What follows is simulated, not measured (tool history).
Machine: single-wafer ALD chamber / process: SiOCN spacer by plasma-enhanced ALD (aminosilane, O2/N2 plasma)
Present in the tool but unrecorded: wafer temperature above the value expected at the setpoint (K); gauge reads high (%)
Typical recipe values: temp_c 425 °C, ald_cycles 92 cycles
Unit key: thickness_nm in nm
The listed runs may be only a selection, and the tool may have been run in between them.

run,hour,temp_c,ald_cycles,wafers since the last listed run,hours since the last thermocouple change,hours since the gauge calibration,"read-back reference wafer on the same gauge, thickness_nm",thickness_nm
1,0.0,425,92,0,817.7,224.0,4.691,5.187
2,47.2,425,92,209,864.9,271.2,4.700,5.176
3,81.4,425,92,151,899.1,305.4,4.706,5.173
4,122.7,414,99,183,940.4,346.7,4.719,5.737
5,189.8,425,103,297,1007.5,413.8,4.727,5.831
6,245.9,425,92,248,1063.6,469.9,4.743,5.234
# hour 279.4: thermocouple changed; heater temperature recalibrated
7,280.3,425,104,117,0.9,504.3,4.745,5.919
8,339.1,425,92,260,59.7,563.1,4.771,5.300
9,385.8,421,101,207,106.4,609.8,4.784,5.858
10,424.5,425,92,171,145.1,648.5,4.802,5.286
# hour 434.3: gauge calibrated
11,457.7,425,92,147,178.3,23.4,4.648,5.112
12,585.5,435,100,566,306.1,151.2,4.660,5.412
13,640.7,417,83,244,361.3,206.4,4.668,4.757

Expected results for the next run?
14,679.9,438,86,173,400.5,245.6,?,?

read-back reference wafer on the same gauge, thickness_nm: 4.663
thickness_nm: 4.622 nm
With the hidden condition absent and the run-to-run variation left alone, this run would have shown thickness_nm 4.615 nm.
